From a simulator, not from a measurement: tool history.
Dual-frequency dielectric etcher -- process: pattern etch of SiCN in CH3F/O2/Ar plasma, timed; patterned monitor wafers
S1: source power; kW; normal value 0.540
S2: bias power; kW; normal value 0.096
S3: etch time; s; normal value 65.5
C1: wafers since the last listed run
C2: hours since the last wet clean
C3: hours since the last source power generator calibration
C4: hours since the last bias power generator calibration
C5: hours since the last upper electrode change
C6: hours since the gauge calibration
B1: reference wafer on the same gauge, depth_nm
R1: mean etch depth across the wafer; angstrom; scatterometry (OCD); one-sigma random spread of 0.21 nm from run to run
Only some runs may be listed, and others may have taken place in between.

run     day     S1     S2    S3    C1     C2      C3      C4      C5      C6     B1     R1
  1   0.000  0.540  0.096  69.5     0   39.2  3082.4  1620.4  4382.6   726.7  33.32  324.3
  2   2.592  0.580  0.096  76.0   691  101.4  3144.6  1682.6  4444.8   788.9  33.29  367.3
  3   4.404  0.580  0.096  76.0   483  144.9  3188.1  1726.1  4488.3   832.4  33.31  362.4
  4   6.212  0.580  0.096  76.0   482  188.3  3231.5  1769.5  4531.7   875.8  33.30  364.4
  5   7.646  0.540  0.096  65.5   382  222.7  3265.9  1803.9  4566.1   910.2  33.31  298.9
  6   9.892  0.540  0.096  65.5   599  276.6  3319.8  1857.8  4620.0   964.1  33.32  300.2
  7  10.904  0.540  0.096  74.0   270  300.9  3344.1  1882.1  4644.3   988.4  33.28  331.6
     13.125  -- upper electrode replaced
  8  13.779  0.540  0.085  65.5   500  369.9  3413.1  1951.1    15.7  1057.4  33.30  280.7
     18.029  -- wet clean of the chamber
  9  19.542  0.540  0.085  65.5  1270   36.3  3551.4  2089.4   154.0  1195.7  33.30  291.6
 10  21.750  0.540  0.096  65.5   589   89.3  3604.4  2142.4   207.0  1248.7  33.30  299.6
     22.233  -- bias power generator calibrated
 11  22.767  0.540  0.096  65.5   226  113.7  3628.8    12.8   231.4  1273.1  33.32  298.7
 12  23.912  0.450  0.096  65.5   305  141.2  3656.3    40.3   258.9  1300.6  33.29  265.2
 13  25.879  0.480  0.096  53.5   524  188.4  3703.5    87.5   306.1  1347.8  33.30  224.6
     26.471  -- gauge calibrated
 14  26.958  0.430  0.086  80.5   287  214.3  3729.4   113.4   332.0    11.7  33.32  307.3
 15  29.275  0.540  0.096  65.5   618  269.9  3785.0   169.0   387.6    67.3  33.34  293.1
 16  31.733  0.540  0.096  65.5   655  328.9  3844.0   228.0   446.6   126.3  33.28  286.9
     33.650  -- wet clean of the chamber
 17  33.746  0.600  0.096  75.5   270    2.3  3892.3   276.3   494.9   174.6  33.34  377.5
     35.233  -- source power generator calibrated
 18  35.292  0.540  0.096  65.5   367   39.4     1.4   313.4   532.0   211.7  33.31  299.8
 19  36.362  0.540  0.096  48.5   285   65.1    27.1   339.1   557.7   237.4  33.32  226.7
 20  38.517  0.540  0.096  65.5   574  116.8    78.8   390.8   609.4   289.1  33.30  298.6
 21  39.833  0.620  0.096  51.0   351  148.4   110.4   422.4   641.0   320.7  33.28  250.7
 22  41.896  0.540  0.075  48.5   550  197.9   159.9   471.9   690.5   370.2  33.31  201.7
 23  44.504  0.410  0.120  65.5   695  260.5   222.5   534.5   753.1   432.8  33.30  267.3
 24  46.967  0.540  0.111  48.5   656  319.6   281.6   593.6   812.2   491.9  33.27  223.2
 25  48.738  0.460  0.096  82.0   472  362.1   324.1   636.1   854.7   534.4  33.28  327.7
     52.138  -- wet clean of the chamber
 26  55.938  0.540  0.111  65.5  1654   91.2   496.9   808.9  1027.5   707.2  33.28  316.6
 27  58.350  0.590  0.076  81.5   643  149.1   554.8   866.8  1085.4   765.1  33.31  366.6
 28  60.438  0.670  0.112  65.5   556  199.2   604.9   916.9  1135.5   815.2  33.29  353.7
 29  61.629  0.540  0.096  65.5   317  227.8   633.5   945.5  1164.1   843.8  33.30  300.5
 30  63.929  0.540  0.119  58.5   613  283.0   688.7  1000.7  1219.3   899.0  33.30  283.2

Below, some changes in R1 between adjacent runs. For each, the amount present without the hidden state too (settings, incoming material, random variation) and the amount remaining for the hidden state with gauge scatter not shared by both compared results:
Hidden state present: etch rate over this chamber's usual, %; source power that arrives over what is set, %; bias power that arrives over what is set, %; gauge reads high (%).
Run 8 -> 9: wet clean of the chamber. R1 +10.9 angstrom: hidden state +8.9, all else +2.0.
Run 13 -> 14: S1 0.480 -> 0.430, S2 0.096 -> 0.086, S3 53.5 -> 80.5, gauge calibrated. R1 +82.7 angstrom: hidden state -4.0, all else +86.7.
Run 16 -> 17: S1 0.540 -> 0.600, S3 65.5 -> 75.5, wet clean of the chamber. R1 +90.6 angstrom: hidden state +13.0, all else +77.6.
Run 24 -> 25: S1 0.540 -> 0.460, S2 0.111 -> 0.096, S3 48.5 -> 82.0. R1 +104.5 angstrom: hidden state -7.2, all else +111.7.
Run 25 -> 26: S1 0.460 -> 0.540, S2 0.096 -> 0.111, S3 82.0 -> 65.5, wet clean of the chamber. R1 -11.1 angstrom: hidden state +16.0, all else -27.1.

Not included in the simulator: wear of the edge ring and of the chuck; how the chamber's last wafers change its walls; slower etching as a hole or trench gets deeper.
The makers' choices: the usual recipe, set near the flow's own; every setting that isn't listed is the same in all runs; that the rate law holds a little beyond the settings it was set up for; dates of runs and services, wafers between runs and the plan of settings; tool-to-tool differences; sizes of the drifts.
